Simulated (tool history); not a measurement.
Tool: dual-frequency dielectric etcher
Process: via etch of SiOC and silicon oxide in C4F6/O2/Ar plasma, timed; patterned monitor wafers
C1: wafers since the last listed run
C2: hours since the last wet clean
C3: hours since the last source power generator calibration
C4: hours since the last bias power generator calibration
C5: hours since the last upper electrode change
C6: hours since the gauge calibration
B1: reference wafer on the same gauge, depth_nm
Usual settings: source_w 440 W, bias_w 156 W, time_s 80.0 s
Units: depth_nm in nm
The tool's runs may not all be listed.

Run 1, hour 0.0: usual settings but time_s 70.0 s; C1 0; C2 253.9; C3 2490.1; C4 3082.2; C5 1600.0; C6 277.4; B1 93.5. Result: depth_nm 84.5 nm.
Run 2, hour 17.2: usual settings but source_w 480 W; C1 227; C2 271.1; C3 2507.3; C4 3099.4; C5 1617.2; C6 294.6; B1 93.5. Result: depth_nm 100.8 nm.
At hour 28.5: gauge calibrated.
Run 3, hour 49.3: usual settings but source_w 480 W; C1 425; C2 303.2; C3 2539.4; C4 3131.5; C5 1649.3; C6 20.8; B1 93.5. Result: depth_nm 101.2 nm.
Run 4, hour 77.1: usual settings but source_w 480 W; C1 368; C2 331.0; C3 2567.2; C4 3159.3; C5 1677.1; C6 48.6; B1 93.5. Result: depth_nm 101.4 nm.
Run 5, hour 105.2: usual settings; C1 372; C2 359.1; C3 2595.3; C4 3187.4; C5 1705.2; C6 76.7; B1 93.4. Result: depth_nm 97.0 nm.
Run 6, hour 156.1: usual settings; C1 674; C2 410.0; C3 2646.2; C4 3238.3; C5 1756.1; C6 127.6; B1 93.5. Result: depth_nm 97.5 nm.
At hour 189.6: upper electrode replaced.
Run 7, hour 190.1: usual settings; C1 132; C2 444.0; C3 2680.2; C4 3272.3; C5 0.5; C6 161.6; B1 93.5. Result: depth_nm 97.4 nm.
Run 8, hour 199.7: usual settings; C1 127; C2 453.6; C3 2689.8; C4 3281.9; C5 10.1; C6 171.2; B1 93.5. Result: depth_nm 97.4 nm.
Run 9, hour 235.3: usual settings; C1 471; C2 489.2; C3 2725.4; C4 3317.5; C5 45.7; C6 206.8; B1 93.5. Result: depth_nm 97.6 nm.
Run 10, hour 264.4: usual settings; C1 385; C2 518.3; C3 2754.5; C4 3346.6; C5 74.8; C6 235.9; B1 93.5. Result: depth_nm 97.8 nm.
Run 11, hour 282.6: usual settings but source_w 520 W, bias_w 128 W; C1 241; C2 536.5; C3 2772.7; C4 3364.8; C5 93.0; C6 254.1; B1 93.5. Result: depth_nm 100.6 nm.
At hour 296.1: bias power generator calibrated.
At hour 304.9: gauge calibrated.
Run 12, hour 305.9: usual settings but source_w 490 W, bias_w 145 W, time_s 68.0 s; C1 255; C2 559.8; C3 2796.0; C4 9.8; C5 116.3; C6 1.0; B1 93.5. Result: depth_nm 85.9 nm.
Run 13, hour 319.0: usual settings; C1 173; C2 572.9; C3 2809.1; C4 22.9; C5 129.4; C6 14.1; B1 93.5. Result: depth_nm 98.0 nm.
At hour 336.2: source power generator calibrated.
Run 14, hour 336.7: usual settings; C1 181; C2 590.6; C3 0.5; C4 40.6; C5 147.1; C6 31.8; B1 93.5. Result: depth_nm 98.1 nm.
At hour 364.7: wet clean of the chamber.
Run 15, hour 370.1: usual settings but source_w 480 W, bias_w 131 W; C1 124; C2 5.4; C3 33.9; C4 74.0; C5 180.5; C6 65.2; B1 93.5. Result: depth_nm 95.3 nm.
Run 16, hour 392.4: usual settings but source_w 340 W, time_s 67.0 s; C1 295; C2 27.7; C3 56.2; C4 96.3; C5 202.8; C6 87.5; B1 93.5. Result: depth_nm 70.0 nm.
Run 17, hour 411.9: usual settings; C1 258; C2 47.2; C3 75.7; C4 115.8; C5 222.3; C6 107.0; B1 93.5. Result: depth_nm 95.7 nm.
Run 18, hour 430.2: usual settings but source_w 350 W, bias_w 180 W, time_s 69.5 s; C1 242; C2 65.5; C3 94.0; C4 134.1; C5 240.6; C6 125.3; B1 93.5. Result: depth_nm 77.2 nm.
Run 19, hour 464.3: usual settings but time_s 56.0 s; C1 451; C2 99.6; C3 128.1; C4 168.2; C5 274.7; C6 159.4; B1 93.5. Result: depth_nm 66.9 nm.
Run 20, hour 479.1: usual settings but source_w 350 W, bias_w 172 W; C1 196; C2 114.4; C3 142.9; C4 183.0; C5 289.5; C6 174.2; B1 93.5. Result: depth_nm 87.8 nm.

5 ways to go on from here, each from the tool as it stands after run 20. What would each give?
Run A, hour 479.5: usual settings; C1 5; C2 114.8; C3 143.3; C4 183.4; C5 289.9; C6 174.6; B1 ?. Result: depth_nm ?.
Run B, hour 479.5: usual settings but bias_w 145 W; C1 5; C2 114.8; C3 143.3; C4 183.4; C5 289.9; C6 174.6; B1 ?. Result: depth_nm ?.
Run C, hour 479.5: usual settings but bias_w 180 W; C1 5; C2 114.8; C3 143.3; C4 183.4; C5 289.9; C6 174.6; B1 ?. Result: depth_nm ?.
Run D, hour 479.5: usual settings but source_w 400 W, time_s 70.5 s; C1 5; C2 114.8; C3 143.3; C4 183.4; C5 289.9; C6 174.6; B1 ?. Result: depth_nm ?.
Run E, hour 479.5: usual settings but bias_w 171 W; C1 5; C2 114.8; C3 143.3; C4 183.4; C5 289.9; C6 174.6; B1 ?. Result: depth_nm ?.

run    B1  depth_nm
  A  93.5      96.1
  B  93.5      94.2
  C  93.5     100.1
  D  93.5      80.7
  E  93.5      98.6
Without the tool's hidden state the same runs would have given:
run  depth_nm
  A      96.1
  B      94.2
  C     100.0
  D      80.7
  E      98.6
